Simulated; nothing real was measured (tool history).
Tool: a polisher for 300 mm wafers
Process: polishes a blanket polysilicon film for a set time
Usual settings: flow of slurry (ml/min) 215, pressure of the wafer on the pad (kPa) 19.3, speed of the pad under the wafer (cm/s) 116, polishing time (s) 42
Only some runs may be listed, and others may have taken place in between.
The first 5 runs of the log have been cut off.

run     day  flow of slurry (ml/min)  pressure of the wafer on the pad (kPa)  speed of the pad under the wafer (cm/s)  polishing time (s)  wafers since the last listed run  wafers polished on this pad  hours since the slurry nozzle was cleaned  hours since the head pressure was calibrated  incoming thickness of the incoming film, nm  film removed (angstrom)
  6   4.854                      215                                    19.3                                      116                  42                               165                         2013                                       70.5                                         818.1                                       1958.7                     4507
      6.392  -- worn pad replaced by a new one
  7   6.412                      165                                    19.3                                      116                  42                               397                            5                                      107.9                                         855.5                                       1923.6                     4244
  8   7.442                      165                                    19.3                                      116                  42                               294                          300                                      132.6                                         880.2                                       1920.3                     4237
  9   8.188                      215                                    19.3                                      116                  42                               213                          513                                      150.5                                         898.1                                       1929.7                     4354
 10   9.496                      215                                    19.3                                      116                  42                               374                          887                                      181.9                                         929.5                                       1936.6                     4393
 11  10.296                      215                                    17.2                                      116                  42                               228                         1116                                      201.1                                         948.7                                       1940.7                     3898
 12  11.071                      215                                    14.5                                      116                  42                               221                         1338                                      219.7                                         967.3                                       1896.0                     3332
 13  12.379                      215                                    19.3                                      116                  42                               374                         1712                                      251.1                                         998.7                                       1905.8                     4336
 14  13.258                      215                                    19.3                                      116                  42                               251                         1963                                      272.2                                        1019.8                                       1899.1                     4343
     14.012  -- worn pad replaced by a new one
 15  14.033                      215                                    19.3                                      116                  42                               173                            6                                      290.8                                        1038.4                                       1902.4                     4333
 16  17.004                      215                                    19.3                                      116                  42                               849                          855                                      362.1                                        1109.7                                       1950.6                     4176
 17  17.683                      215                                    22.8                                      116                  42                               194                         1049                                      378.4                                        1126.0                                       1923.4                     5049
 18  18.308                      215                                    19.3                                      116                  42                               178                         1228                                      393.4                                        1141.0                                       1906.3                     4213
 19  19.567                      215                                    15.2                                      116                  42                               359                         1588                                      423.6                                        1171.2                                       1934.0                     3349
 20  20.954                      215                                    19.3                                      116                  42                               396                         1985                                      456.9                                        1204.5                                       1937.1                     4167
     22.308  -- worn pad replaced by a new one
 21  22.329                      215                                    19.3                                      116                  42                               345                            5                                      489.9                                        1237.5                                       1955.5                     4201
     22.817  -- slurry nozzle cleaned
 22  23.821                      215                                    19.3                                      116                  42                               414                          420                                       24.1                                        1273.3                                       1935.6                     4569
 23  25.179                      215                                    19.3                                      116                  42                               388                          808                                       56.7                                        1305.9                                       1920.6                     4478
 24  28.625                      215                                    15.9                                      116                  42                               985                         1794                                      139.4                                        1388.6                                       1926.1                     3612
 25  29.458                      170                                    19.3                                      116                  42                               238                         2032                                      159.4                                        1408.6                                       1951.1                     4288
 26  30.575                      145                                    19.3                                       94                  42                               319                         2351                                      186.2                                        1435.4                                       1923.1                     3587
     30.933  -- worn pad replaced by a new one
     31.075  -- head pressure recalibrated
 27  31.092                      215                                    19.3                                      106                  42                                76                           21                                      198.6                                           0.4                                       1955.7                     4161
 28  32.154                      290                                    15.9                                       88                  29                               303                          325                                      224.1                                          25.9                                       1943.4                     2185
 29  33.267                      215                                    19.3                                      116                  42                               318                          643                                      250.8                                          52.6                                       1943.6                     4399

What does the tool deliver on the next run?
 30  34.379                      250                                    19.3                                      116                  42                               318                          961                                      277.5                                          79.3                                       1938.8                        ?

For run 30 the tool returned film removed (angstrom) 4427.
Had the tool carried no hidden state, the very same run would have given film removed (angstrom) 4644.
